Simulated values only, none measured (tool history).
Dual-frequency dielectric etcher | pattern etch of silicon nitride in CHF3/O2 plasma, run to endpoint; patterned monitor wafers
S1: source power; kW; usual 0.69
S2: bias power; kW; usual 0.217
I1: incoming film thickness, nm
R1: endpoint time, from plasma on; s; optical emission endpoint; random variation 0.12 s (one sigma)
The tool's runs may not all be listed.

run 1 hour=0 | S1=0.69 S2=0.217 | I1=61.4 | R1=33.4
-- hour=26.4 wet clean of the chamber
run 2 hour=67.1 | S1=0.69 S2=0.217 | I1=60.5 | R1=33.2
run 3 hour=131.1 | S1=0.69 S2=0.217 | I1=60.9 | R1=33.5
run 4 hour=237.7 | S1=0.69 S2=0.217 | I1=61.1 | R1=33.5
run 5 hour=333.4 | S1=0.69 S2=0.217 | I1=61.2 | R1=33.2
run 6 hour=411.6 | S1=0.69 S2=0.217 | I1=61.1 | R1=33.2
-- hour=524.7 wet clean of the chamber
run 7 hour=525.2 | S1=0.57 S2=0.217 | I1=60.9 | R1=36.1
run 8 hour=575.6 | S1=0.69 S2=0.217 | I1=60.6 | R1=33.3
run 9 hour=662.3 | S1=0.69 S2=0.217 | I1=60.8 | R1=33.1
run 10 hour=708.4 | S1=0.69 S2=0.217 | I1=60.6 | R1=33.1
run 11 hour=768.5 | S1=0.69 S2=0.217 | I1=60.9 | R1=33.2
-- hour=784.2 source power generator calibrated
run 12 hour=862.3 | S1=0.69 S2=0.259 | I1=60.8 | R1=31.4
-- hour=1019.4 wet clean of the chamber
-- hour=1094.7 bias power generator calibrated
run 13 hour=1121.8 | S1=0.69 S2=0.259 | I1=61.2 | R1=31.7
run 14 hour=1209.5 | S1=0.69 S2=0.259 | I1=60.5 | R1=31.3
run 15 hour=1301 | S1=0.58 S2=0.257 | I1=61.2 | R1=34.3
-- hour=1339.4 upper electrode replaced
run 16 hour=1374.3 | S1=0.77 S2=0.176 | I1=60.8 | R1=33.7
-- hour=1496 wet clean of the chamber
run 17 hour=1496.5 | S1=0.53 S2=0.232 | I1=60.7 | R1=36.6
run 18 hour=1579.9 | S1=0.56 S2=0.192 | I1=60.7 | R1=37.9
run 19 hour=1678.6 | S1=0.69 S2=0.217 | I1=61.2 | R1=33.6
run 20 hour=1778.9 | S1=0.81 S2=0.217 | I1=60.7 | R1=31
run 21 hour=1848 | S1=0.69 S2=0.217 | I1=60.6 | R1=33.1
-- hour=1958.5 wet clean of the chamber
run 22 hour=1959 | S1=0.53 S2=0.232 | I1=60.9 | R1=36.7
run 23 hour=2035.6 | S1=0.69 S2=0.239 | I1=60.5 | R1=32.2
run 24 hour=2086.1 | S1=0.69 S2=0.194 | I1=60.4 | R1=34.6
run 25 hour=2126.9 | S1=0.69 S2=0.252 | I1=61.1 | R1=31.8
run 26 hour=2230.8 | S1=0.69 S2=0.197 | I1=60.7 | R1=34.3
run 27 hour=2268.5 | S1=0.69 S2=0.194 | I1=60.9 | R1=34.3
run 28 hour=2321.7 | S1=0.6 S2=0.246 | I1=60.3 | R1=33.3

The same runs without the tool's hidden state, with the same run-to-run variation:
The hidden state here: etch rate over this chamber's usual, %; source power that arrives over what is set, %; bias power that arrives over what is set, %.
run=1 R1=34
run=2 R1=33.2
run=3 R1=33.6
run=4 R1=33.8
run=5 R1=33.6
run=6 R1=33.6
run=7 R1=36.2
run=8 R1=33.5
run=9 R1=33.3
run=10 R1=33.4
run=11 R1=33.5
run=12 R1=31.8
run=13 R1=31.7
run=14 R1=31.4
run=15 R1=34.5
run=16 R1=34
run=17 R1=36.7
run=18 R1=38
run=19 R1=33.9
run=20 R1=31.4
run=21 R1=33.5
run=22 R1=36.7
run=23 R1=32.3
run=24 R1=34.7
run=25 R1=32
run=26 R1=34.6
run=27 R1=34.6
run=28 R1=33.7

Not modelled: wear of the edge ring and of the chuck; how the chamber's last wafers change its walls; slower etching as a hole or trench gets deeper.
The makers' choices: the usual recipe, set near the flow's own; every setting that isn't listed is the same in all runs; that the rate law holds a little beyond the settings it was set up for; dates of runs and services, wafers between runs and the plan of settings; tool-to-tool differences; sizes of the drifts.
